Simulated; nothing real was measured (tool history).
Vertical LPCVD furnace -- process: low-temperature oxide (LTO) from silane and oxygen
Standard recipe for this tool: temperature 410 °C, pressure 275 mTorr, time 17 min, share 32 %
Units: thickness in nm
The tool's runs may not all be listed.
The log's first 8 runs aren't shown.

run    hour  temperature  pressure  time  share  read-back reference wafer on the same gauge, thickness  thickness
  9   596.6          410       275    17     32                                                   162.9     145.04
 10     677          410       305    17     32                                                  162.59     160.66
 11   739.9          410       305    17     32                                                     163     161.67
      822.4  -- thermocouples replaced and temperature profile calibrated
 12   822.9          410       275    17     32                                                  163.16     146.47
 13  1016.5          403       275    17     28                                                  163.04     110.82
 14  1102.5          416       230  11.5     32                                                  163.04      87.88
 15  1152.2          410       275    17     32                                                  162.83     146.31
 16  1215.7          410       310    19     32                                                  163.19     184.11
 17  1309.5          410       275    17     32                                                  162.82     145.57
 18  1346.6          410       275    17     32                                                  163.11     147.22
     1484.2  -- silane flow controller replaced
 19  1546.5          418       305    11     28                                                  162.75      98.99
 20  1597.2          399       275  14.5     32                                                  162.69      113.7
 21  1653.2          410       275  22.5     34                                                  162.84     218.22
 22  1729.1          417       220    17     38                                                  162.94     163.62
 23  1768.7          410       275    17     32                                                  163.13     150.79
 24  1832.5          410       275    17     32                                                  163.15     150.65
 25  1894.9          410       275    17     32                                                  162.89     149.57
 26  1997.9          410       335  22.5     32                                                  162.98     242.64
 27  2054.3          398       275    17     29                                                     163     113.46
 28  2135.5          418       320    17     30                                                  162.88      174.2
 29  2233.1          410       330    17     30                                                  162.93     162.92
 30  2282.8          418       240    11     29                                                  163.09      80.81
 31  2376.1          410       295    17     36                                                  162.74     187.54
 32  2446.7          410       275    12     32                                                  163.18     105.73

Below are 3 alternative next runs, each starting from the tool's condition after run 32. Predict each:
  A  2451.1          410       275    17     32                                                       ?          ?
  B  2451.1          415       335    17     27                                                       ?          ?
  C  2451.1          401       340  19.5     35                                                       ?          ?

run  read-back reference wafer on the same gauge, thickness  thickness
  A                                                  162.65     148.11
  B                                                  162.65     149.18
  C                                                  162.65     214.44
With the hidden condition removed and each run's random variation left untouched, the same runs would have given:
run  thickness
  A     150.04
  B     151.43
  C     217.01
